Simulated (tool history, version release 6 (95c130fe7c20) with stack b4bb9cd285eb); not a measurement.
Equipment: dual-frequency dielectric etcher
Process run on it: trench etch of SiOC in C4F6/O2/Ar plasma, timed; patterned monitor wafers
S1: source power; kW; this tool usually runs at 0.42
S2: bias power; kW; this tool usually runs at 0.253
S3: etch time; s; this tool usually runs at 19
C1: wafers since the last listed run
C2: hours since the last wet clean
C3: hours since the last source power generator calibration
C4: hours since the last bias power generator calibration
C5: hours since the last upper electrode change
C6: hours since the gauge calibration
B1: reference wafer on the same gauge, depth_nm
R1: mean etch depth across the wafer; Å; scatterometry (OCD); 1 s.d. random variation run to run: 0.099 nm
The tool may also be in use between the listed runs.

| run | hour | S1 | S2 | S3 | C1 | C2 | C3 | C4 | C5 | C6 | B1 | R1 |
|---|---|---|---|---|---|---|---|---|---|---|---|---|
| 1 | 0 | 0.42 | 0.253 | 19 | 0 | 441.2 | 4879.6 | 26.7 | 4662.5 | 457.2 | 41.92 | 436.1 |
| 2 | 11.3 | 0.42 | 0.253 | 19 | 172 | 452.5 | 4890.9 | 38 | 4673.8 | 468.5 | 41.9 | 436 |
| 3 | 18.7 | 0.42 | 0.253 | 19 | 112 | 459.9 | 4898.3 | 45.4 | 4681.2 | 475.9 | 41.88 | 433.9 |
| 4 | 31.4 | 0.42 | 0.253 | 19 | 193 | 472.6 | 4911 | 58.1 | 4693.9 | 488.6 | 41.9 | 436.5 |
| 5 | 38.8 | 0.42 | 0.253 | 19 | 112 | 480 | 4918.4 | 65.5 | 4701.3 | 496 | 41.93 | 436.7 |
| 6 | 49.6 | 0.42 | 0.253 | 19 | 164 | 490.8 | 4929.2 | 76.3 | 4712.1 | 506.8 | 41.92 | 435 |
| 7 | 65 | 0.42 | 0.253 | 15.5 | 234 | 506.2 | 4944.6 | 91.7 | 4727.5 | 522.2 | 41.91 | 355.6 |
| 8 | 72.3 | 0.37 | 0.225 | 19 | 111 | 513.5 | 4951.9 | 99 | 4734.8 | 529.5 | 41.9 | 398.6 |
| 9 | 78.9 | 0.42 | 0.253 | 19 | 100 | 520.1 | 4958.5 | 105.6 | 4741.4 | 536.1 | 41.9 | 435.9 |
| 10 | 93.7 | 0.42 | 0.205 | 21.5 | 225 | 534.9 | 4973.3 | 120.4 | 4756.2 | 550.9 | 41.9 | 460.8 |
|  | 127.2 | wet clean of the chamber |
|  | 142.8 | upper electrode replaced |
| 11 | 143.3 | 0.39 | 0.286 | 19 | 151 | 16.1 | 5022.9 | 170 | 0.5 | 600.5 | 41.9 | 440.4 |
| 12 | 143.7 | 0.42 | 0.253 | 19 | 6 | 16.5 | 5023.3 | 170.4 | 0.9 | 600.9 | 41.89 | 434.3 |
| 13 | 144 | 0.42 | 0.253 | 19 | 4 | 16.8 | 5023.6 | 170.7 | 1.2 | 601.2 | 41.9 | 435.2 |
| 14 | 144.3 | 0.38 | 0.237 | 19 | 4 | 17.1 | 5023.9 | 171 | 1.5 | 601.5 | 41.9 | 410.1 |
| 15 | 154.2 | 0.52 | 0.309 | 19 | 150 | 27 | 5033.8 | 180.9 | 11.4 | 611.4 | 41.91 | 502.3 |
|  | 161.7 | source power generator calibrated |
| 16 | 166 | 0.46 | 0.279 | 21.5 | 118 | 38.8 | 4.3 | 192.7 | 23.2 | 623.2 | 41.91 | 527 |
| 17 | 179.4 | 0.47 | 0.253 | 19 | 203 | 52.2 | 17.7 | 206.1 | 36.6 | 636.6 | 41.9 | 456 |
| 18 | 186 | 0.33 | 0.274 | 16.5 | 100 | 58.8 | 24.3 | 212.7 | 43.2 | 643.2 | 41.89 | 353 |
|  | 186.3 | gauge calibrated |
| 19 | 201.4 | 0.42 | 0.206 | 20.5 | 234 | 74.2 | 39.7 | 228.1 | 58.6 | 15.1 | 41.86 | 440.9 |
| 20 | 212.6 | 0.42 | 0.253 | 19 | 170 | 85.4 | 50.9 | 239.3 | 69.8 | 26.3 | 41.92 | 435.3 |
| 21 | 220.6 | 0.42 | 0.299 | 20.5 | 121 | 93.4 | 58.9 | 247.3 | 77.8 | 34.3 | 41.88 | 495.2 |
| 22 | 228.4 | 0.42 | 0.253 | 19 | 118 | 101.2 | 66.7 | 255.1 | 85.6 | 42.1 | 41.89 | 435.7 |
| 23 | 241.6 | 0.42 | 0.29 | 21 | 200 | 114.4 | 79.9 | 268.3 | 98.8 | 55.3 | 41.92 | 502.9 |
| 24 | 249.9 | 0.51 | 0.253 | 16 | 126 | 122.7 | 88.2 | 276.6 | 107.1 | 63.6 | 41.9 | 395.3 |
| 25 | 256.4 | 0.5 | 0.253 | 15 | 98 | 129.2 | 94.7 | 283.1 | 113.6 | 70.1 | 41.9 | 367.4 |
| 26 | 264.4 | 0.49 | 0.301 | 14 | 121 | 137.2 | 102.7 | 291.1 | 121.6 | 78.1 | 41.93 | 360.4 |
| 27 | 281.3 | 0.49 | 0.283 | 16 | 257 | 154.1 | 119.6 | 308 | 138.5 | 95 | 41.88 | 402 |
| 28 | 287.8 | 0.42 | 0.253 | 19 | 98 | 160.6 | 126.1 | 314.5 | 145 | 101.5 | 41.87 | 434.7 |
| 29 | 298.2 | 0.36 | 0.312 | 19 | 158 | 171 | 136.5 | 324.9 | 155.4 | 111.9 | 41.91 | 440 |
| 30 | 307.3 | 0.46 | 0.305 | 24.5 | 138 | 180.1 | 145.6 | 334 | 164.5 | 121 | 41.9 | 615.9 |
| 31 | 323.3 | 0.42 | 0.253 | 19 | 243 | 196.1 | 161.6 | 350 | 180.5 | 137 | 41.91 | 436 |

What if the next run were any one of these 3? Each begins from the tool's condition after run 31:
| A | 323.7 | 0.42 | 0.253 | 19 | 6 | 196.5 | 162 | 350.4 | 180.9 | 137.4 | ? | ? |
| B | 323.7 | 0.49 | 0.292 | 20.5 | 6 | 196.5 | 162 | 350.4 | 180.9 | 137.4 | ? | ? |
| C | 323.7 | 0.42 | 0.227 | 14 | 6 | 196.5 | 162 | 350.4 | 180.9 | 137.4 | ? | ? |

| run | B1 | R1 |
|---|---|---|
| A | 41.93 | 434.6 |
| B | 41.93 | 521 |
| C | 41.93 | 309.8 |
What these runs would have given with no unlogged condition in the tool:
| run | R1 |
|---|---|
| A | 434.6 |
| B | 521 |
| C | 309.8 |
